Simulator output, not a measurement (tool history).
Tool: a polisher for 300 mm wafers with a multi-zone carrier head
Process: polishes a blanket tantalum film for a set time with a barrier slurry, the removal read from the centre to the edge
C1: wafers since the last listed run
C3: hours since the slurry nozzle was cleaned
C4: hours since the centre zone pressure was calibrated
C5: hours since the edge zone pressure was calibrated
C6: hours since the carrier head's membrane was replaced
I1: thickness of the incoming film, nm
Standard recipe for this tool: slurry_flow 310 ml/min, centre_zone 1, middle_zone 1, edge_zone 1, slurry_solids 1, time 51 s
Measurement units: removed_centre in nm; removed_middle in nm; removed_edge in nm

{"run": 1, "hour": 0.0, "slurry_flow": 310, "centre_zone": 1, "middle_zone": 1, "edge_zone": 1, "slurry_solids": 1, "time": 51, "C1": 0, "wafers polished on this pad": 633, "C3": 130.9, "C4": 769.9, "C5": 774.9, "C6": 1391.9, "I1": 389.6, "removed_centre": 42.7, "removed_middle": 39.1, "removed_edge": 40.2}
{"run": 2, "hour": 14.8, "slurry_flow": 310, "centre_zone": 1, "middle_zone": 1, "edge_zone": 1, "slurry_solids": 1, "time": 51, "C1": 217, "wafers polished on this pad": 850, "C3": 145.7, "C4": 784.7, "C5": 789.7, "C6": 1406.7, "I1": 390.2, "removed_centre": 43, "removed_middle": 40, "removed_edge": 39.7}
{"run": 3, "hour": 26.7, "slurry_flow": 310, "centre_zone": 1, "middle_zone": 1, "edge_zone": 1, "slurry_solids": 1, "time": 51, "C1": 175, "wafers polished on this pad": 1026, "C3": 157.6, "C4": 796.6, "C5": 801.6, "C6": 1418.6, "I1": 388.8, "removed_centre": 42.7, "removed_middle": 40, "removed_edge": 39.6}
{"run": 4, "hour": 36.0, "slurry_flow": 310, "centre_zone": 1, "middle_zone": 1, "edge_zone": 1, "slurry_solids": 1, "time": 51, "C1": 136, "wafers polished on this pad": 1162, "C3": 166.9, "C4": 805.9, "C5": 810.9, "C6": 1427.9, "I1": 382.3, "removed_centre": 42.9, "removed_middle": 39.6, "removed_edge": 39.4}
{"run": 5, "hour": 46.7, "slurry_flow": 310, "centre_zone": 1, "middle_zone": 1, "edge_zone": 1, "slurry_solids": 1, "time": 51, "C1": 157, "wafers polished on this pad": 1320, "C3": 177.6, "C4": 816.6, "C5": 821.6, "C6": 1438.6, "I1": 397.5, "removed_centre": 42.4, "removed_middle": 39.1, "removed_edge": 39.8}
{"hour": 59.7, "done": "worn pad replaced by a new one"}
{"run": 6, "hour": 61.1, "slurry_flow": 310, "centre_zone": 1.11, "middle_zone": 1, "edge_zone": 0.89, "slurry_solids": 0.9, "time": 51, "C1": 152, "wafers polished on this pad": 20, "C3": 192, "C4": 831, "C5": 836, "C6": 1453, "I1": 387.3, "removed_centre": 44.5, "removed_middle": 37.5, "removed_edge": 35.7}
{"run": 7, "hour": 76.0, "slurry_flow": 310, "centre_zone": 1, "middle_zone": 1, "edge_zone": 1, "slurry_solids": 1, "time": 51, "C1": 219, "wafers polished on this pad": 239, "C3": 206.9, "C4": 845.9, "C5": 850.9, "C6": 1467.9, "I1": 389.6, "removed_centre": 42.9, "removed_middle": 38.6, "removed_edge": 39.5}
{"run": 8, "hour": 87.9, "slurry_flow": 310, "centre_zone": 1, "middle_zone": 1, "edge_zone": 0.91, "slurry_solids": 0.8, "time": 51, "C1": 175, "wafers polished on this pad": 414, "C3": 218.8, "C4": 857.8, "C5": 862.8, "C6": 1479.8, "I1": 386.5, "removed_centre": 38.5, "removed_middle": 35.6, "removed_edge": 34}
{"run": 9, "hour": 105.4, "slurry_flow": 345, "centre_zone": 1, "middle_zone": 1.03, "edge_zone": 1, "slurry_solids": 1.25, "time": 36, "C1": 257, "wafers polished on this pad": 672, "C3": 236.3, "C4": 875.3, "C5": 880.3, "C6": 1497.3, "I1": 393.6, "removed_centre": 33.4, "removed_middle": 31, "removed_edge": 30.7}
{"hour": 109.4, "done": "slurry nozzle cleaned"}
{"run": 10, "hour": 121.6, "slurry_flow": 310, "centre_zone": 1, "middle_zone": 1, "edge_zone": 1.09, "slurry_solids": 1.15, "time": 51, "C1": 223, "wafers polished on this pad": 896, "C3": 12.2, "C4": 891.5, "C5": 896.5, "C6": 1513.5, "I1": 391.1, "removed_centre": 48, "removed_middle": 43.7, "removed_edge": 45.9}
{"hour": 131.5, "done": "carrier head's membrane replaced by a new one"}
{"run": 11, "hour": 132.0, "slurry_flow": 310, "centre_zone": 0.95, "middle_zone": 1, "edge_zone": 1, "slurry_solids": 1.25, "time": 51, "C1": 79, "wafers polished on this pad": 975, "C3": 22.6, "C4": 901.9, "C5": 906.9, "C6": 0.5, "I1": 388.1, "removed_centre": 47.2, "removed_middle": 45.8, "removed_edge": 43.9}
{"hour": 147.4, "done": "worn pad replaced by a new one"}
{"run": 12, "hour": 147.9, "slurry_flow": 310, "centre_zone": 1, "middle_zone": 1, "edge_zone": 1, "slurry_solids": 1, "time": 51, "C1": 175, "wafers polished on this pad": 7, "C3": 38.5, "C4": 917.8, "C5": 922.8, "C6": 16.4, "I1": 384.2, "removed_centre": 45.3, "removed_middle": 40.9, "removed_edge": 40.9}
{"run": 13, "hour": 161.7, "slurry_flow": 310, "centre_zone": 1, "middle_zone": 1, "edge_zone": 1, "slurry_solids": 1, "time": 51, "C1": 203, "wafers polished on this pad": 210, "C3": 52.3, "C4": 931.6, "C5": 936.6, "C6": 30.2, "I1": 385.8, "removed_centre": 44.7, "removed_middle": 40.8, "removed_edge": 40.7}
{"hour": 182.7, "done": "edge zone pressure recalibrated"}
{"run": 14, "hour": 215.2, "slurry_flow": 310, "centre_zone": 0.92, "middle_zone": 1, "edge_zone": 1, "slurry_solids": 1, "time": 51, "C1": 757, "wafers polished on this pad": 968, "C3": 105.8, "C4": 985.1, "C5": 32.5, "C6": 83.7, "I1": 386.1, "removed_centre": 40.4, "removed_middle": 40, "removed_edge": 39.9}
{"hour": 218.0, "done": "centre zone pressure recalibrated"}
{"run": 15, "hour": 229.4, "slurry_flow": 310, "centre_zone": 1, "middle_zone": 1, "edge_zone": 1, "slurry_solids": 1, "time": 51, "C1": 179, "wafers polished on this pad": 1147, "C3": 120, "C4": 11.4, "C5": 46.7, "C6": 97.9, "I1": 389.2, "removed_centre": 39.8, "removed_middle": 39.6, "removed_edge": 39.5}
{"hour": 246.0, "done": "worn pad replaced by a new one"}
{"run": 16, "hour": 246.5, "slurry_flow": 245, "centre_zone": 1, "middle_zone": 1, "edge_zone": 0.9, "slurry_solids": 1.3, "time": 65, "C1": 192, "wafers polished on this pad": 6, "C3": 137.1, "C4": 28.5, "C5": 63.8, "C6": 115, "I1": 389.5, "removed_centre": 52, "removed_middle": 53, "removed_edge": 50.5}
{"run": 17, "hour": 258.5, "slurry_flow": 310, "centre_zone": 1, "middle_zone": 1, "edge_zone": 1, "slurry_solids": 1, "time": 51, "C1": 176, "wafers polished on this pad": 183, "C3": 149.1, "C4": 40.5, "C5": 75.8, "C6": 127, "I1": 391.9, "removed_centre": 39.2, "removed_middle": 39.2, "removed_edge": 40.2}
{"run": 18, "hour": 270.4, "slurry_flow": 310, "centre_zone": 1, "middle_zone": 1, "edge_zone": 1.05, "slurry_solids": 1, "time": 57, "C1": 175, "wafers polished on this pad": 358, "C3": 161, "C4": 52.4, "C5": 87.7, "C6": 138.9, "I1": 387.5, "removed_centre": 44, "removed_middle": 44.1, "removed_edge": 45.4}
{"run": 19, "hour": 282.4, "slurry_flow": 310, "centre_zone": 1, "middle_zone": 1, "edge_zone": 1, "slurry_solids": 1.1, "time": 51, "C1": 176, "wafers polished on this pad": 534, "C3": 173, "C4": 64.4, "C5": 99.7, "C6": 150.9, "I1": 395.5, "removed_centre": 41.8, "removed_middle": 40.3, "removed_edge": 40.7}
{"run": 20, "hour": 299.9, "slurry_flow": 310, "centre_zone": 1, "middle_zone": 1, "edge_zone": 1, "slurry_solids": 1, "time": 51, "C1": 257, "wafers polished on this pad": 792, "C3": 190.5, "C4": 81.9, "C5": 117.2, "C6": 168.4, "I1": 388.3, "removed_centre": 39.3, "removed_middle": 39.3, "removed_edge": 39.4}
{"hour": 330.1, "done": "slurry nozzle cleaned"}
{"run": 21, "hour": 332.5, "slurry_flow": 310, "centre_zone": 1, "middle_zone": 1, "edge_zone": 1, "slurry_solids": 1, "time": 64, "C1": 464, "wafers polished on this pad": 1257, "C3": 2.4, "C4": 114.5, "C5": 149.8, "C6": 201, "I1": 388, "removed_centre": 53.9, "removed_middle": 53.8, "removed_edge": 52.2}
{"hour": 336.8, "done": "worn pad replaced by a new one"}
{"run": 22, "hour": 347.5, "slurry_flow": 310, "centre_zone": 1, "middle_zone": 0.95, "edge_zone": 1, "slurry_solids": 1, "time": 38, "C1": 161, "wafers polished on this pad": 156, "C3": 17.4, "C4": 129.5, "C5": 164.8, "C6": 216, "I1": 385.3, "removed_centre": 31.7, "removed_middle": 30.7, "removed_edge": 31}

Measured result minus the same run's result without the hidden state. Both carry the same run-to-run variation, though not necessarily the same gauge scatter:
Unlogged tool condition in this case: removal rate lost through wear of the pad, %; slurry flow missing at the pad, %; deviation of the centre zone's pressure from its setpoint, %; deviation of the edge zone's pressure from its setpoint, %.
run=1 removed_centre=+0.9 removed_middle=-2.6 removed_edge=-2
run=2 removed_centre=+0.8 removed_middle=-2.8 removed_edge=-2
run=3 removed_centre=+0.7 removed_middle=-2.9 removed_edge=-2.1
run=4 removed_centre=+0.6 removed_middle=-2.9 removed_edge=-2.1
run=5 removed_centre=+0.5 removed_middle=-2.9 removed_edge=-2.2
run=6 removed_centre=+0.4 removed_middle=-2.9 removed_edge=-2.1
run=7 removed_centre=+0.4 removed_middle=-3.1 removed_edge=-2.4
run=8 removed_centre=+0.3 removed_middle=-2.9 removed_edge=-2
run=9 removed_centre=+0.6 removed_middle=-2.2 removed_edge=-1.7
run=10 removed_centre=+3.8 removed_middle=-0.5 removed_edge=-0.4
run=11 removed_centre=+3.4 removed_middle=-0.9 removed_edge=-0.6
run=12 removed_centre=+2.8 removed_middle=-1.2 removed_edge=-0.9
run=13 removed_centre=+2.4 removed_middle=-1.5 removed_edge=-1.1
run=14 removed_centre=+1.2 removed_middle=-2.5 removed_edge=-1.8
run=15 removed_centre=-2.7 removed_middle=-2.7 removed_edge=-2
run=16 removed_centre=-4.9 removed_middle=-5.1 removed_edge=-3.5
run=17 removed_centre=-2.8 removed_middle=-3 removed_edge=-2.3
run=18 removed_centre=-3.1 removed_middle=-3.5 removed_edge=-2.7
run=19 removed_centre=-2.9 removed_middle=-3.3 removed_edge=-2.4
run=20 removed_centre=-2.7 removed_middle=-3.3 removed_edge=-2.5
run=21 removed_centre=+1.5 removed_middle=-0.1 removed_edge=-0.1
run=22 removed_centre=+0.7 removed_middle=-0.4 removed_edge=-0.2

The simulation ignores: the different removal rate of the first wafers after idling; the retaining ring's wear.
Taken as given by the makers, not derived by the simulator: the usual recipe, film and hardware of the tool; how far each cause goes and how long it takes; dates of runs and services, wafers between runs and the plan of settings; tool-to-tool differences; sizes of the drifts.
